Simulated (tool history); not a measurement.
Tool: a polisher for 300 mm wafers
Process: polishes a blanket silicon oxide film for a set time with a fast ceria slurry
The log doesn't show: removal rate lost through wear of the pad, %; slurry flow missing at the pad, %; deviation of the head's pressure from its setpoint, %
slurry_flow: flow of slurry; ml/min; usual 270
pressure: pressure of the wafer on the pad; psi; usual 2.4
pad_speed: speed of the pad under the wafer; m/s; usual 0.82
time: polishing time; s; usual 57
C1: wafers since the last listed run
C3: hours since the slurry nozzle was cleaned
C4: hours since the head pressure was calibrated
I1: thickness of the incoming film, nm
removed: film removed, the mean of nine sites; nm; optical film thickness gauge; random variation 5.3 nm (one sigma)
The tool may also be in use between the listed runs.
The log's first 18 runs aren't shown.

{"run": 19, "hour": 448.1, "slurry_flow": 270, "pressure": 3.1, "pad_speed": 0.68, "time": 65, "C1": 383, "wafers polished on this pad": 1483, "C3": 450.9, "C4": 223.2, "I1": 1797.9, "removed": 712.2}
{"run": 20, "hour": 468.4, "slurry_flow": 270, "pressure": 2.4, "pad_speed": 0.82, "time": 57, "C1": 250, "wafers polished on this pad": 1734, "C3": 471.2, "C4": 243.5, "I1": 1762.5, "removed": 608.3}
{"run": 21, "hour": 489.0, "slurry_flow": 185, "pressure": 2.4, "pad_speed": 0.82, "time": 71, "C1": 254, "wafers polished on this pad": 1988, "C3": 491.8, "C4": 264.1, "I1": 1764.6, "removed": 707.3}
{"run": 22, "hour": 510.6, "slurry_flow": 235, "pressure": 2.4, "pad_speed": 0.82, "time": 70, "C1": 266, "wafers polished on this pad": 2254, "C3": 513.4, "C4": 285.7, "I1": 1776.2, "removed": 723.8}
{"run": 23, "hour": 534.0, "slurry_flow": 270, "pressure": 2.1, "pad_speed": 0.82, "time": 69, "C1": 288, "wafers polished on this pad": 2542, "C3": 536.8, "C4": 309.1, "I1": 1779.7, "removed": 654.6}
{"run": 24, "hour": 569.8, "slurry_flow": 270, "pressure": 2.8, "pad_speed": 0.82, "time": 57, "C1": 441, "wafers polished on this pad": 2984, "C3": 572.6, "C4": 344.9, "I1": 1788.8, "removed": 695.5}
{"hour": 588.1, "done": "slurry nozzle cleaned"}
{"hour": 592.0, "done": "worn pad replaced by a new one"}
{"run": 25, "hour": 592.5, "slurry_flow": 270, "pressure": 3, "pad_speed": 0.82, "time": 57, "C1": 220, "wafers polished on this pad": 6, "C3": 4.4, "C4": 367.6, "I1": 1764, "removed": 727.4}
{"run": 26, "hour": 618.0, "slurry_flow": 270, "pressure": 1.7, "pad_speed": 0.82, "time": 57, "C1": 314, "wafers polished on this pad": 321, "C3": 29.9, "C4": 393.1, "I1": 1797.6, "removed": 454.5}
{"run": 27, "hour": 643.9, "slurry_flow": 325, "pressure": 3, "pad_speed": 0.82, "time": 70, "C1": 319, "wafers polished on this pad": 640, "C3": 55.8, "C4": 419, "I1": 1756.5, "removed": 912.2}

Forecast run 28:
{"run": 28, "hour": 668.4, "slurry_flow": 330, "pressure": 2.4, "pad_speed": 0.82, "time": 64, "C1": 302, "wafers polished on this pad": 942, "C3": 80.3, "C4": 443.5, "I1": 1822.5, "removed": "?"}

Run 28 gave removed 695.2 nm.
Without the tool's hidden state the same run would have given removed 695.2 nm.
